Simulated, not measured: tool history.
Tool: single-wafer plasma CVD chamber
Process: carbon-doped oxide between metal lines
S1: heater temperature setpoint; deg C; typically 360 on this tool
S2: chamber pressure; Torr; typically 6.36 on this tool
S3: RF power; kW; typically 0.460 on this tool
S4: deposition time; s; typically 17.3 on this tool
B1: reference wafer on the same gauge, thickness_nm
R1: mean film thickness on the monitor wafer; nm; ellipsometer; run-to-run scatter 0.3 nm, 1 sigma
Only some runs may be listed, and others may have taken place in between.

run	day	S1	S2	S3	S4	B1	R1
1	0.000	360	6.36	0.460	16.5	81.610	87.389
2	2.821	360	6.36	0.460	16.5	81.510	87.115
3	5.554	360	6.36	0.460	19.0	81.609	99.894
4	8.912	360	6.36	0.460	17.3	81.674	90.918
5	11.196	360	6.36	0.460	17.3	81.551	90.920
6	12.867	360	6.36	0.460	17.3	81.557	91.589
7	15.579	360	5.69	0.460	17.3	81.559	89.287
# day 18.883: showerhead replaced
8	19.500	360	6.36	0.460	17.3	81.539	90.394
9	21.188	360	6.36	0.460	17.3	81.626	90.168
# day 22.712: capacitance manometer re-zeroed and calibrated
10	23.671	360	6.36	0.460	17.3	81.684	90.068
11	26.892	360	6.36	0.460	17.3	81.647	89.445
12	31.062	360	6.36	0.460	17.3	81.681	88.552
# day 32.396: RF generator calibrated
13	33.462	355	5.43	0.460	17.3	81.563	90.979
# day 37.171: thermocouple changed; heater temperature recalibrated
14	37.533	360	7.32	0.460	17.3	81.578	93.083
15	40.983	360	7.57	0.460	14.4	81.485	77.801
# day 42.996: gauge calibrated
16	43.050	360	5.69	0.460	17.3	81.636	90.592
17	47.142	360	4.84	0.525	17.3	81.684	94.927
18	51.442	360	5.67	0.395	17.3	81.571	80.567
19	55.208	360	6.36	0.520	17.3	81.625	97.741
20	57.138	360	6.36	0.460	17.3	81.548	90.862
21	59.938	348	5.48	0.485	14.8	81.564	81.624
22	63.888	360	6.36	0.515	17.3	81.536	97.190
23	67.800	366	6.36	0.485	17.3	81.687	91.040
24	69.779	360	6.92	0.460	17.3	81.581	89.938
# day 72.275: RF generator calibrated
25	72.508	360	6.36	0.460	17.3	81.680	92.055
26	75.550	360	7.71	0.430	17.3	81.664	88.630
27	79.321	351	6.36	0.460	17.3	81.589	93.697
28	82.604	360	6.36	0.530	14.2	81.534	82.426
29	84.296	346	6.36	0.535	19.4	81.512	116.959

Same runs, no hidden state in the tool, same run-to-run variation:
What the log doesn't record here: wafer temperature above the value expected at the setpoint (K); delivered RF power above the setpoint (%); true pressure above the setpoint (%); gauge reads high (%).
run	R1
1	87.698
2	87.535
3	100.528
4	91.713
5	91.903
6	92.731
7	90.665
8	92.232
9	92.212
10	92.442
11	92.273
12	92.025
13	91.029
14	93.177
15	77.947
16	90.827
17	95.346
18	81.237
19	98.711
20	91.996
21	82.814
22	99.005
23	93.227
24	92.623
25	92.097
26	88.697
27	93.825
28	82.620
29	117.315
